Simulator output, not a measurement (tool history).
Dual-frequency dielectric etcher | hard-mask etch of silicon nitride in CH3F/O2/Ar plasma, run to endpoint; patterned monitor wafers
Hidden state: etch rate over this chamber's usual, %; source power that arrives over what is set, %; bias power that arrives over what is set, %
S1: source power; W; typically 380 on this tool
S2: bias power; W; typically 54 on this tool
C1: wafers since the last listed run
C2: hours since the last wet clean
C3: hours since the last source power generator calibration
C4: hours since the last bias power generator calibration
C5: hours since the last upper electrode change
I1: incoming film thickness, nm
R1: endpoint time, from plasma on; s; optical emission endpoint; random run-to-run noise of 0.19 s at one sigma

Run 1, hour 0: usual settings; C1 0; C2 367.1; C3 1692.7; C4 1871; C5 2518.9; I1 38.73. Result: R1 62.7 s.
Run 2, hour 15.9: usual settings; C1 247; C2 383; C3 1708.6; C4 1886.9; C5 2534.8; I1 38.38. Result: R1 61.7 s.
Run 3, hour 51.2: usual settings; C1 549; C2 418.3; C3 1743.9; C4 1922.2; C5 2570.1; I1 39.2. Result: R1 63 s.
Run 4, hour 85.3: usual settings but S2 50 W; C1 531; C2 452.4; C3 1778; C4 1956.3; C5 2604.2; I1 39.23. Result: R1 65 s.
Run 5, hour 119.1: usual settings but S2 50 W; C1 526; C2 486.2; C3 1811.8; C4 1990.1; C5 2638; I1 38.64. Result: R1 63.7 s.
Run 6, hour 144.9: usual settings but S2 50 W; C1 401; C2 512; C3 1837.6; C4 2015.9; C5 2663.8; I1 38.48. Result: R1 63.4 s.
Run 7, hour 177.4: usual settings but S1 300 W, S2 49 W; C1 506; C2 544.5; C3 1870.1; C4 2048.4; C5 2696.3; I1 38.91. Result: R1 69.8 s.
Run 8, hour 197: usual settings but S1 300 W, S2 49 W; C1 305; C2 564.1; C3 1889.7; C4 2068; C5 2715.9; I1 38.54. Result: R1 68.8 s.
Run 9, hour 216.3: usual settings; C1 300; C2 583.4; C3 1909; C4 2087.3; C5 2735.2; I1 38.78. Result: R1 62 s.
Run 10, hour 234.5: usual settings; C1 283; C2 601.6; C3 1927.2; C4 2105.5; C5 2753.4; I1 38.62. Result: R1 61.5 s.
At hour 259: upper electrode replaced.
At hour 282: wet clean of the chamber.
Run 11, hour 282.5: usual settings; C1 15; C2 0.5; C3 1975.2; C4 2153.5; C5 23.5; I1 38.41. Result: R1 62.5 s.
Run 12, hour 282.8: usual settings; C1 4; C2 0.8; C3 1975.5; C4 2153.8; C5 23.8; I1 39.13. Result: R1 63.4 s.
Run 13, hour 283.2: usual settings; C1 6; C2 1.2; C3 1975.9; C4 2154.2; C5 24.2; I1 38.51. Result: R1 62.7 s.
Run 14, hour 290.1: usual settings; C1 107; C2 8.1; C3 1982.8; C4 2161.1; C5 31.1; I1 38.52. Result: R1 63 s.
Run 15, hour 312.4: usual settings; C1 347; C2 30.4; C3 2005.1; C4 2183.4; C5 53.4; I1 38.39. Result: R1 62.2 s.
Run 16, hour 339.9: usual settings but S1 470 W, S2 61 W; C1 428; C2 57.9; C3 2032.6; C4 2210.9; C5 80.9; I1 38.95. Result: R1 56 s.
Run 17, hour 368.4: usual settings but S2 48 W; C1 443; C2 86.4; C3 2061.1; C4 2239.4; C5 109.4; I1 38.45. Result: R1 65.4 s.
Run 18, hour 388.4: usual settings but S1 300 W, S2 62 W; C1 311; C2 106.4; C3 2081.1; C4 2259.4; C5 129.4; I1 38.62. Result: R1 63.5 s.
Run 19, hour 414: usual settings but S1 450 W, S2 61 W; C1 398; C2 132; C3 2106.7; C4 2285; C5 155; I1 39.07. Result: R1 56.8 s.
Run 20, hour 429.7: usual settings but S1 460 W, S2 67 W; C1 244; C2 147.7; C3 2122.4; C4 2300.7; C5 170.7; I1 38.86. Result: R1 54 s.
Run 21, hour 453.1: usual settings but S1 410 W, S2 42 W; C1 364; C2 171.1; C3 2145.8; C4 2324.1; C5 194.1; I1 38.69. Result: R1 67.5 s.
Run 22, hour 486.5: usual settings but S2 62 W; C1 520; C2 204.5; C3 2179.2; C4 2357.5; C5 227.5; I1 39.11. Result: R1 59.5 s.
At hour 493.6: bias power generator calibrated.
Run 23, hour 520.3: usual settings but S1 330 W, S2 49 W; C1 464; C2 238.3; C3 2213; C4 26.7; C5 261.3; I1 39.01. Result: R1 68.1 s.
At hour 526.2: source power generator calibrated.
Run 24, hour 553.2: usual settings; C1 450; C2 271.2; C3 27; C4 59.6; C5 294.2; I1 39.03. Result: R1 62.8 s.
Run 25, hour 589.1: usual settings; C1 559; C2 307.1; C3 62.9; C4 95.5; C5 330.1; I1 38.58. Result: R1 61.7 s.
Run 26, hour 604.7: usual settings but S1 450 W; C1 242; C2 322.7; C3 78.5; C4 111.1; C5 345.7; I1 39.17. Result: R1 59.4 s.
Run 27, hour 638: usual settings but S1 450 W, S2 64 W; C1 518; C2 356; C3 111.8; C4 144.4; C5 379; I1 39.41. Result: R1 55.5 s.
Run 28, hour 670.3: usual settings; C1 503; C2 388.3; C3 144.1; C4 176.7; C5 411.3; I1 38.79. Result: R1 62.2 s.
Run 29, hour 695.9: usual settings but S1 340 W, S2 47 W; C1 398; C2 413.9; C3 169.7; C4 202.3; C5 436.9; I1 38.82. Result: R1 68.1 s.
Run 30, hour 715.7: usual settings but S1 470 W, S2 42 W; C1 308; C2 433.7; C3 189.5; C4 222.1; C5 456.7; I1 38.95. Result: R1 64.4 s.
Run 31, hour 733.7: usual settings; C1 280; C2 451.7; C3 207.5; C4 240.1; C5 474.7; I1 39. Result: R1 62.2 s.
Run 32, hour 748.4: usual settings but S1 420 W, S2 63 W; C1 228; C2 466.4; C3 222.2; C4 254.8; C5 489.4; I1 38.72. Result: R1 56.2 s.
Run 33, hour 770.1: usual settings but S1 470 W, S2 47 W; C1 338; C2 488.1; C3 243.9; C4 276.5; C5 511.1; I1 39.09. Result: R1 61.6 s.
Run 34, hour 784.5: usual settings; C1 224; C2 502.5; C3 258.3; C4 290.9; C5 525.5; I1 38.99. Result: R1 61.8 s.
Run 35, hour 819.8: usual settings but S2 58 W; C1 549; C2 537.8; C3 293.6; C4 326.2; C5 560.8; I1 38.66. Result: R1 59.4 s.
Run 36, hour 833.1: usual settings; C1 207; C2 551.1; C3 306.9; C4 339.5; C5 574.1; I1 38.22. Result: R1 60.8 s.

Branching from run 36: 3 alternative next runs. What would each branch give?
Run A, hour 833.5: usual settings but S1 440 W; C1 6; C2 551.5; C3 307.3; C4 339.9; C5 574.5; I1 38.91. Result: R1 ?.
Run B, hour 833.5: usual settings but S1 310 W; C1 6; C2 551.5; C3 307.3; C4 339.9; C5 574.5; I1 38.91. Result: R1 ?.
Run C, hour 833.5: usual settings but S1 420 W, S2 62 W; C1 6; C2 551.5; C3 307.3; C4 339.9; C5 574.5; I1 38.91. Result: R1 ?.

run    R1
  A  58.9
  B  65.8
  C  56.5
Stripped of hidden state, with their random variation kept, the same runs would have yielded:
run    R1
  A  60.5
  B  67.5
  C  57.9
